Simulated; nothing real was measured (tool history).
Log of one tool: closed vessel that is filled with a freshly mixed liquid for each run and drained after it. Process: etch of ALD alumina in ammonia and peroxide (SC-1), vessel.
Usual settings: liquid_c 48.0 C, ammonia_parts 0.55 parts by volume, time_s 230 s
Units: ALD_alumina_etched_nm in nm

| run | day | liquid_c | ammonia_parts | time_s | wafers since the last listed run | hours since the thermometer was replaced | hours since the ammonia flow meter was replaced | hours since the drum of ammonia solution was connected | hours since the gauge calibration | read-back film thickness of the ALD alumina reference wafer, read on the same gauge (nm) | ALD_alumina_etched_nm |
|---|---|---|---|---|---|---|---|---|---|---|---|
| 1 | 0.000 | 48.0 | 0.55 | 230 | 0 | 1836.1 | 204.6 | 369.5 | 579.2 | 80.01 | 8.71 |
| 2 | 1.079 | 48.0 | 0.55 | 230 | 3147 | 1862.0 | 230.5 | 395.4 | 605.1 | 80.02 | 8.87 |
| 3 | 2.388 | 48.0 | 0.80 | 230 | 3815 | 1893.4 | 261.9 | 426.8 | 636.5 | 80.01 | 9.20 |
| 4 | 3.571 | 48.0 | 0.80 | 230 | 3450 | 1921.8 | 290.3 | 455.2 | 664.9 | 80.01 | 9.23 |
| 5 | 4.812 | 48.0 | 0.55 | 330 | 3621 | 1951.6 | 320.1 | 485.0 | 694.7 | 79.97 | 12.58 |
| 6 | 6.242 | 48.0 | 0.55 | 230 | 4167 | 1985.9 | 354.4 | 519.3 | 729.0 | 79.99 | 8.68 |
| 7 | 6.942 | 48.0 | 0.55 | 230 | 2041 | 2002.7 | 371.2 | 536.1 | 745.8 | 80.02 | 8.72 |
| 8 | 7.629 | 48.0 | 0.55 | 230 | 2004 | 2019.2 | 387.7 | 552.6 | 762.3 | 80.01 | 8.60 |
|  | 8.504 | gauge calibrated |
|  | 9.371 | ammonia flow meter replaced |
|  | 9.854 | new drum of ammonia solution connected |
| 9 | 10.929 | 42.0 | 0.55 | 230 | 9380 | 2098.4 | 37.4 | 25.8 | 58.2 | 79.99 | 6.18 |
| 10 | 11.925 | 42.0 | 0.55 | 230 | 2904 | 2122.3 | 61.3 | 49.7 | 82.1 | 80.03 | 6.11 |
| 11 | 12.429 | 42.0 | 0.55 | 230 | 1470 | 2134.4 | 73.4 | 61.8 | 94.2 | 79.98 | 6.13 |
| 12 | 13.212 | 43.5 | 0.35 | 230 | 2284 | 2153.2 | 92.2 | 80.6 | 113.0 | 80.01 | 6.35 |
| 13 | 13.742 | 48.0 | 0.55 | 230 | 1543 | 2165.9 | 104.9 | 93.3 | 125.7 | 79.99 | 8.69 |
| 14 | 14.825 | 55.5 | 0.55 | 125 | 3159 | 2191.9 | 130.9 | 119.3 | 151.7 | 79.98 | 7.15 |
| 15 | 16.283 | 48.0 | 0.55 | 230 | 4252 | 2226.9 | 165.9 | 154.3 | 186.7 | 80.02 | 8.57 |
| 16 | 19.354 | 41.0 | 0.35 | 230 | 8955 | 2300.6 | 239.6 | 228.0 | 260.4 | 80.00 | 5.45 |
| 17 | 20.850 | 48.0 | 0.40 | 290 | 4362 | 2336.5 | 275.5 | 263.9 | 296.3 | 80.01 | 10.49 |
| 18 | 22.212 | 41.5 | 0.55 | 145 | 3973 | 2369.2 | 308.2 | 296.6 | 329.0 | 80.00 | 3.72 |
| 19 | 23.546 | 48.0 | 0.65 | 105 | 3888 | 2401.2 | 340.2 | 328.6 | 361.0 | 79.99 | 3.87 |
|  | 23.596 | thermometer replaced |
| 20 | 24.508 | 48.0 | 0.55 | 170 | 2685 | 21.9 | 363.3 | 351.7 | 384.1 | 79.99 | 7.39 |
| 21 | 25.212 | 48.0 | 0.30 | 125 | 2053 | 38.8 | 380.2 | 368.6 | 401.0 | 80.00 | 5.08 |
|  | 25.762 | ammonia flow meter replaced |
| 22 | 25.862 | 48.0 | 0.80 | 160 | 1774 | 54.4 | 2.4 | 384.2 | 416.6 | 79.98 | 7.20 |
| 23 | 26.888 | 40.5 | 0.55 | 230 | 2989 | 79.0 | 27.0 | 408.8 | 441.2 | 79.99 | 6.38 |
| 24 | 27.812 | 54.0 | 0.45 | 295 | 2697 | 101.2 | 49.2 | 431.0 | 463.4 | 79.99 | 16.78 |
| 25 | 29.308 | 48.0 | 0.65 | 150 | 4362 | 137.1 | 85.1 | 466.9 | 499.3 | 80.02 | 6.50 |
| 26 | 29.808 | 53.5 | 0.70 | 290 | 1458 | 149.1 | 97.1 | 478.9 | 511.3 | 80.02 | 17.05 |
| 27 | 30.721 | 56.0 | 0.55 | 175 | 2661 | 171.0 | 119.0 | 500.8 | 533.2 | 79.99 | 11.63 |
| 28 | 31.696 | 53.5 | 0.70 | 290 | 2843 | 194.4 | 142.4 | 524.2 | 556.6 | 80.00 | 17.07 |

5 ways to go on from here, each from the tool as it stands after run 28. What would each give?
| A | 31.725 | 48.0 | 0.30 | 230 | 85 | 195.1 | 143.1 | 524.9 | 557.3 | ? | ? |
| B | 31.725 | 40.5 | 0.55 | 105 | 85 | 195.1 | 143.1 | 524.9 | 557.3 | ? | ? |
| C | 31.725 | 54.5 | 0.85 | 230 | 85 | 195.1 | 143.1 | 524.9 | 557.3 | ? | ? |
| D | 31.725 | 40.5 | 0.35 | 230 | 85 | 195.1 | 143.1 | 524.9 | 557.3 | ? | ? |
| E | 31.725 | 39.0 | 0.25 | 175 | 85 | 195.1 | 143.1 | 524.9 | 557.3 | ? | ? |

| run | read-back film thickness of the ALD alumina reference wafer, read on the same gauge (nm) | ALD_alumina_etched_nm |
|---|---|---|
| A | 80.02 | 9.06 |
| B | 80.02 | 2.85 |
| C | 80.02 | 14.27 |
| D | 80.02 | 5.98 |
| E | 80.02 | 4.03 |
Without the tool's hidden state the same runs would have given:
| run | ALD_alumina_etched_nm |
|---|---|
| A | 9.26 |
| B | 2.92 |
| C | 14.58 |
| D | 6.12 |
| E | 4.12 |
